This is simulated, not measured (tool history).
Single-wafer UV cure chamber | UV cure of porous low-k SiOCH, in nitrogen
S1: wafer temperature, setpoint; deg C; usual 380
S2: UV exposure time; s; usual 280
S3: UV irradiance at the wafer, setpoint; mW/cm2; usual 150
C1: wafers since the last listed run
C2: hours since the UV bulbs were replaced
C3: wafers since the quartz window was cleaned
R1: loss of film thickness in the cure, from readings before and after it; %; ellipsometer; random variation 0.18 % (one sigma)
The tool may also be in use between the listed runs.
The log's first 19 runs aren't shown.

Run 20, hour 1214: usual settings; C1 521; C2 2190.4; C3 2202. Result: R1 15.501 %.
Run 21, hour 1294.4: usual settings; C1 590; C2 2270.8; C3 2792. Result: R1 14.958 %.
Run 22, hour 1347.2: usual settings; C1 387; C2 2323.6; C3 3180. Result: R1 15.02 %.
At hour 1437.1: quartz window cleaned.
Run 23, hour 1453.3: usual settings but S2 120 s; C1 720; C2 2429.7; C3 119. Result: R1 10.916 %.
Run 24, hour 1559.6: usual settings but S1 389 deg C; C1 780; C2 2536; C3 899. Result: R1 15.282 %.
Run 25, hour 1654.4: usual settings but S1 387 deg C; C1 695; C2 2630.8; C3 1595. Result: R1 15.252 %.
Run 26, hour 1709.6: usual settings; C1 405; C2 2686; C3 2000. Result: R1 15.43 %.
Run 27, hour 1843.1: usual settings but S3 175 mW/cm2; C1 979; C2 2819.5; C3 2980. Result: R1 16.204 %.
Run 28, hour 1916.4: usual settings but S2 360 s; C1 538; C2 2892.8; C3 3518. Result: R1 16.235 %.
Run 29, hour 1978: usual settings but S3 160 mW/cm2; C1 452; C2 2954.4; C3 3970. Result: R1 15.259 %.
At hour 2035.2: quartz window cleaned.
Run 30, hour 2040.4: usual settings; C1 399; C2 3016.8; C3 37. Result: R1 15.269 %.
At hour 2054.5: UV bulbs replaced.
Run 31, hour 2113.2: usual settings but S1 372 deg C; C1 475; C2 58.7; C3 513. Result: R1 13.89 %.
Run 32, hour 2179.7: usual settings but S2 205 s, S3 185 mW/cm2; C1 488; C2 125.2; C3 1001. Result: R1 13.487 %.
Run 33, hour 2277.5: usual settings but S1 363 deg C; C1 717; C2 223; C3 1719. Result: R1 13.641 %.
Run 34, hour 2355.4: usual settings; C1 571; C2 300.9; C3 2291. Result: R1 13.959 %.
Run 35, hour 2442.7: usual settings but S2 170 s; C1 640; C2 388.2; C3 2932. Result: R1 11.348 %.
Run 36, hour 2520.8: usual settings; C1 573; C2 466.3; C3 3505. Result: R1 13.673 %.
Run 37, hour 2562.7: usual settings but S2 325 s, S3 122 mW/cm2; C1 307; C2 508.2; C3 3812. Result: R1 13.662 %.
At hour 2608: UV bulbs replaced, repeated, since the last time left the tool worse.
At hour 2637.3: quartz window cleaned.
Run 38, hour 2645.1: usual settings but S1 387 deg C, S3 177 mW/cm2; C1 487; C2 37.1; C3 57. Result: R1 17.131 %.
Run 39, hour 2688.2: usual settings but S2 400 s, S3 124 mW/cm2; C1 316; C2 80.2; C3 373. Result: R1 16.621 %.
Run 40, hour 2732.4: usual settings but S1 362 deg C, S2 345 s; C1 324; C2 124.4; C3 697. Result: R1 16.654 %.
Run 41, hour 2831.7: usual settings but S1 390 deg C; C1 728; C2 223.7; C3 1426. Result: R1 15.93 %.
Run 42, hour 2902.9: usual settings but S3 136 mW/cm2; C1 522; C2 294.9; C3 1949. Result: R1 15.641 %.
Run 43, hour 2958.3: usual settings but S2 410 s; C1 406; C2 350.3; C3 2356. Result: R1 18.056 %.

Forecast each of these 5 alternatives for the next run:
Run A, hour 2958.7: usual settings but S1 374 deg C; C1 2; C2 350.7; C3 2359. Result: R1 ?.
Run B, hour 2958.7: usual settings but S1 400 deg C, S2 125 s, S3 127 mW/cm2; C1 2; C2 350.7; C3 2359. Result: R1 ?.
Run C, hour 2958.7: usual settings but S1 365 deg C, S2 195 s; C1 2; C2 350.7; C3 2359. Result: R1 ?.
Run D, hour 2958.7: usual settings but S1 363 deg C, S2 135 s, S3 185 mW/cm2; C1 2; C2 350.7; C3 2359. Result: R1 ?.
Run E, hour 2958.7: usual settings but S1 394 deg C, S2 195 s, S3 121 mW/cm2; C1 2; C2 350.7; C3 2359. Result: R1 ?.

run      R1
  A  15.573
  B   11.05
  C  13.439
  D  12.575
  E  12.938
Without the tool's hidden state the same runs would have given:
run      R1
  A  15.799
  B  11.255
  C  13.656
  D  12.789
  E  13.153

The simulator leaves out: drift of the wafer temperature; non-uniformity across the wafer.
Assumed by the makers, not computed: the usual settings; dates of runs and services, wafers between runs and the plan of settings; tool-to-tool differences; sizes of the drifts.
